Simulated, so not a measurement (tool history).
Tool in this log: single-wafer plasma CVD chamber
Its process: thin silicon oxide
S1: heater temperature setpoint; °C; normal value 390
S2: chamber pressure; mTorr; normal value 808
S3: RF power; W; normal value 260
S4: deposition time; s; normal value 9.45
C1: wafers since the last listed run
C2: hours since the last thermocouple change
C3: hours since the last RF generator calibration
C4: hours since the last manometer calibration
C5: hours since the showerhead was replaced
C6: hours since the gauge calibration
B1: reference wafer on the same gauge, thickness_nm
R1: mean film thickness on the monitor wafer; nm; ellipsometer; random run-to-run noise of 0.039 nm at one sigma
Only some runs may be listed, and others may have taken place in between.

run 1 hour=0 | S1=393 S2=808 S3=260 S4=9.45 | C1=0 C2=2125.1 C3=1178 C4=1544.2 C5=4778.4 C6=199 | B1=14.097 | R1=16.603
run 2 hour=23.5 | S1=382 S2=808 S3=260 S4=9.45 | C1=604 C2=2148.6 C3=1201.5 C4=1567.7 C5=4801.9 C6=222.5 | B1=14.099 | R1=16.694
run 3 hour=48 | S1=390 S2=808 S3=260 S4=9.45 | C1=629 C2=2173.1 C3=1226 C4=1592.2 C5=4826.4 C6=247 | B1=14.105 | R1=16.729
run 4 hour=70.1 | S1=390 S2=808 S3=260 S4=9.45 | C1=568 C2=2195.2 C3=1248.1 C4=1614.3 C5=4848.5 C6=269.1 | B1=14.092 | R1=16.645
run 5 hour=97.2 | S1=390 S2=808 S3=260 S4=9.45 | C1=696 C2=2222.3 C3=1275.2 C4=1641.4 C5=4875.6 C6=296.2 | B1=14.094 | R1=16.606
run 6 hour=115.7 | S1=390 S2=808 S3=260 S4=9.45 | C1=475 C2=2240.8 C3=1293.7 C4=1659.9 C5=4894.1 C6=314.7 | B1=14.099 | R1=16.67
run 7 hour=128.9 | S1=390 S2=808 S3=260 S4=9.45 | C1=339 C2=2254 C3=1306.9 C4=1673.1 C5=4907.3 C6=327.9 | B1=14.105 | R1=16.751
run 8 hour=153.1 | S1=390 S2=808 S3=260 S4=9.45 | C1=622 C2=2278.2 C3=1331.1 C4=1697.3 C5=4931.5 C6=352.1 | B1=14.098 | R1=16.763
run 9 hour=181.7 | S1=390 S2=808 S3=220 S4=10.59 | C1=735 C2=2306.8 C3=1359.7 C4=1725.9 C5=4960.1 C6=380.7 | B1=14.1 | R1=17.936
-- hour=186.2 gauge calibrated
-- hour=208.5 RF generator calibrated
run 10 hour=209 | S1=390 S2=808 S3=220 S4=10.59 | C1=496 C2=2334.1 C3=0.5 C4=1753.2 C5=4987.4 C6=22.8 | B1=14.095 | R1=18.001
run 11 hour=223.3 | S1=390 S2=808 S3=260 S4=9.45 | C1=367 C2=2348.4 C3=14.8 C4=1767.5 C5=5001.7 C6=37.1 | B1=14.106 | R1=16.769
-- hour=253.5 capacitance manometer re-zeroed and calibrated
run 12 hour=254 | S1=390 S2=808 S3=260 S4=9.45 | C1=583 C2=2379.1 C3=45.5 C4=0.5 C5=5032.4 C6=67.8 | B1=14.096 | R1=16.257
-- hour=266.1 thermocouple changed; heater temperature recalibrated
run 13 hour=268.1 | S1=390 S2=723 S3=245 S4=9.45 | C1=156 C2=2 C3=59.6 C4=14.6 C5=5046.5 C6=81.9 | B1=14.098 | R1=14.308
run 14 hour=291.7 | S1=390 S2=808 S3=260 S4=9.45 | C1=606 C2=25.6 C3=83.2 C4=38.2 C5=5070.1 C6=105.5 | B1=14.108 | R1=16.193
run 15 hour=315.2 | S1=384 S2=657 S3=260 S4=9.45 | C1=604 C2=49.1 C3=106.7 C4=61.7 C5=5093.6 C6=129 | B1=14.102 | R1=13.06
-- hour=323.6 showerhead replaced
run 16 hour=344.2 | S1=396 S2=925 S3=240 S4=8.03 | C1=539 C2=78.1 C3=135.7 C4=90.7 C5=20.6 C6=158 | B1=14.101 | R1=15.221
run 17 hour=358.2 | S1=390 S2=877 S3=240 S4=9.45 | C1=359 C2=92.1 C3=149.7 C4=104.7 C5=34.6 C6=172 | B1=14.098 | R1=17.14
run 18 hour=372.9 | S1=382 S2=875 S3=260 S4=9.45 | C1=377 C2=106.8 C3=164.4 C4=119.4 C5=49.3 C6=186.7 | B1=14.098 | R1=17.557
run 19 hour=394.5 | S1=399 S2=808 S3=260 S4=8.34 | C1=555 C2=128.4 C3=186 C4=141 C5=70.9 C6=208.3 | B1=14.094 | R1=14.308
run 20 hour=430.1 | S1=404 S2=978 S3=230 S4=8.49 | C1=915 C2=164 C3=221.6 C4=176.6 C5=106.5 C6=243.9 | B1=14.099 | R1=16.564
run 21 hour=449.4 | S1=396 S2=717 S3=285 S4=8.64 | C1=496 C2=183.3 C3=240.9 C4=195.9 C5=125.8 C6=263.2 | B1=14.096 | R1=13.388
run 22 hour=465.8 | S1=390 S2=877 S3=240 S4=9.45 | C1=421 C2=199.7 C3=257.3 C4=212.3 C5=142.2 C6=279.6 | B1=14.095 | R1=17.108
run 23 hour=483.6 | S1=390 S2=808 S3=300 S4=9.45 | C1=457 C2=217.5 C3=275.1 C4=230.1 C5=160 C6=297.4 | B1=14.109 | R1=16.814
-- hour=486 gauge calibrated
run 24 hour=513.7 | S1=376 S2=808 S3=225 S4=9.45 | C1=773 C2=247.6 C3=305.2 C4=260.2 C5=190.1 C6=27.7 | B1=14.1 | R1=15.81

5 options for the next run, each taken on its own from the tool as it stands now. Forecast them:
run A hour=514.1 | S1=390 S2=808 S3=260 S4=11.29 | C1=10 C2=248 C3=305.6 C4=260.6 C5=190.5 C6=28.1 | B1=? | R1=?
run B hour=514.1 | S1=381 S2=808 S3=260 S4=9.45 | C1=10 C2=248 C3=305.6 C4=260.6 C5=190.5 C6=28.1 | B1=? | R1=?
run C hour=514.1 | S1=404 S2=714 S3=280 S4=7.96 | C1=10 C2=248 C3=305.6 C4=260.6 C5=190.5 C6=28.1 | B1=? | R1=?
run D hour=514.1 | S1=403 S2=808 S3=260 S4=9.45 | C1=10 C2=248 C3=305.6 C4=260.6 C5=190.5 C6=28.1 | B1=? | R1=?
run E hour=514.1 | S1=395 S2=919 S3=275 S4=8.19 | C1=10 C2=248 C3=305.6 C4=260.6 C5=190.5 C6=28.1 | B1=? | R1=?

run=A B1=14.097 R1=19.405
run=B B1=14.097 R1=16.336
run=C B1=14.097 R1=12.2
run=D B1=14.097 R1=16.129
run=E B1=14.097 R1=16.003
Stripped of hidden state, with their random variation kept, the same runs would have yielded:
run=A R1=19.534
run=B R1=16.445
run=C R1=12.288
run=D R1=16.236
run=E R1=16.098

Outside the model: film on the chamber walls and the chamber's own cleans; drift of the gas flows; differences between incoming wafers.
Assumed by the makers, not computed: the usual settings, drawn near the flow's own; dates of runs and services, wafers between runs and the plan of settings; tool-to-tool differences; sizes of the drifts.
